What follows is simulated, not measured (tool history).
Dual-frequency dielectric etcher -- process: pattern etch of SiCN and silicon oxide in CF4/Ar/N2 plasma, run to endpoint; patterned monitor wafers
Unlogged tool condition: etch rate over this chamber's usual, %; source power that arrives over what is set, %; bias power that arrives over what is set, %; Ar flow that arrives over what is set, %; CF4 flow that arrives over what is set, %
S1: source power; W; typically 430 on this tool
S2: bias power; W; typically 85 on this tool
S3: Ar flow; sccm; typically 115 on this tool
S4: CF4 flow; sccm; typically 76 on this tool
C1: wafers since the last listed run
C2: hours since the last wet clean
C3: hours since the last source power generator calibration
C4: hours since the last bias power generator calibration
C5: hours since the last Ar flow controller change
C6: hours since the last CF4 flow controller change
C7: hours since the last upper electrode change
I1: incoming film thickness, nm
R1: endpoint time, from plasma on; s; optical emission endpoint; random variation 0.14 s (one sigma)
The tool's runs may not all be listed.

run,hour,S1,S2,S3,S4,C1,C2,C3,C4,C5,C6,C7,I1,R1
1,0.0,430,71,115,57,0,435.5,27.9,2721.7,2848.0,198.6,8.5,14.74,18.6
2,19.8,330,85,115,76,281,455.3,47.7,2741.5,2867.8,218.4,28.3,14.89,23.8
3,44.8,530,76,133,60,355,480.3,72.7,2766.5,2892.8,243.4,53.3,15.00,15.6
4,60.2,430,85,101,67,219,495.7,88.1,2781.9,2908.2,258.8,68.7,14.79,17.1
5,91.7,520,69,95,76,448,527.2,119.6,2813.4,2939.7,290.3,100.2,14.88,14.8
6,123.2,370,102,143,90,448,558.7,151.1,2844.9,2971.2,321.8,131.7,14.82,19.5
# hour 171.6: wet clean of the chamber
7,172.1,430,85,115,76,354,0.5,200.0,2893.8,3020.1,370.7,180.6,14.79,16.7
8,180.2,330,103,115,76,115,8.6,208.1,2901.9,3028.2,378.8,188.7,14.80,20.8
9,232.6,400,85,127,76,745,61.0,260.5,2954.3,3080.6,431.2,241.1,15.02,18.5
# hour 251.8: bias power generator calibrated
# hour 255.4: Ar flow controller replaced
10,261.9,350,85,89,76,307,90.3,289.8,10.1,6.5,460.5,270.4,14.82,20.0
11,294.1,320,85,127,76,458,122.5,322.0,42.3,38.7,492.7,302.6,14.83,23.3
12,323.7,430,85,115,76,421,152.1,351.6,71.9,68.3,522.3,332.2,14.76,17.0
13,358.7,430,85,115,76,497,187.1,386.6,106.9,103.3,557.3,367.2,14.69,16.7
14,377.8,430,85,103,76,271,206.2,405.7,126.0,122.4,576.4,386.3,14.67,16.4
15,401.7,540,85,143,76,340,230.1,429.6,149.9,146.3,600.3,410.2,14.83,13.9
16,436.9,430,85,115,76,500,265.3,464.8,185.1,181.5,635.5,445.4,14.64,16.8
17,469.4,530,85,138,76,462,297.8,497.3,217.6,214.0,668.0,477.9,15.05,14.2
18,496.9,430,103,132,70,391,325.3,524.8,245.1,241.5,695.5,505.4,14.96,16.7
19,516.1,430,85,90,76,273,344.5,544.0,264.3,260.7,714.7,524.6,14.82,16.3
20,528.6,470,85,115,84,177,357.0,556.5,276.8,273.2,727.2,537.1,15.02,15.7
21,553.7,390,85,115,76,357,382.1,581.6,301.9,298.3,752.3,562.2,14.79,19.0
22,572.2,430,85,115,76,263,400.6,600.1,320.4,316.8,770.8,580.7,14.83,17.1
23,588.7,480,85,140,58,234,417.1,616.6,336.9,333.3,787.3,597.2,14.80,16.4
24,602.7,390,85,115,76,199,431.1,630.6,350.9,347.3,801.3,611.2,14.87,19.5

Below are 4 alternative next runs, each starting from the tool's condition after run 24. Predict each:
A,603.1,430,85,115,81,5,431.5,631.0,351.3,347.7,801.7,611.6,14.82,?
B,603.1,490,85,115,76,5,431.5,631.0,351.3,347.7,801.7,611.6,14.82,?
C,603.1,360,85,115,76,5,431.5,631.0,351.3,347.7,801.7,611.6,14.82,?
D,603.1,530,76,115,76,5,431.5,631.0,351.3,347.7,801.7,611.6,14.82,?

run,R1
A,16.9
B,14.9
C,20.6
D,14.2
The same runs, with their run-to-run variation unchanged, on a tool lacking any hidden condition would have given:
run,R1
A,16.4
B,14.4
C,20.0
D,13.8

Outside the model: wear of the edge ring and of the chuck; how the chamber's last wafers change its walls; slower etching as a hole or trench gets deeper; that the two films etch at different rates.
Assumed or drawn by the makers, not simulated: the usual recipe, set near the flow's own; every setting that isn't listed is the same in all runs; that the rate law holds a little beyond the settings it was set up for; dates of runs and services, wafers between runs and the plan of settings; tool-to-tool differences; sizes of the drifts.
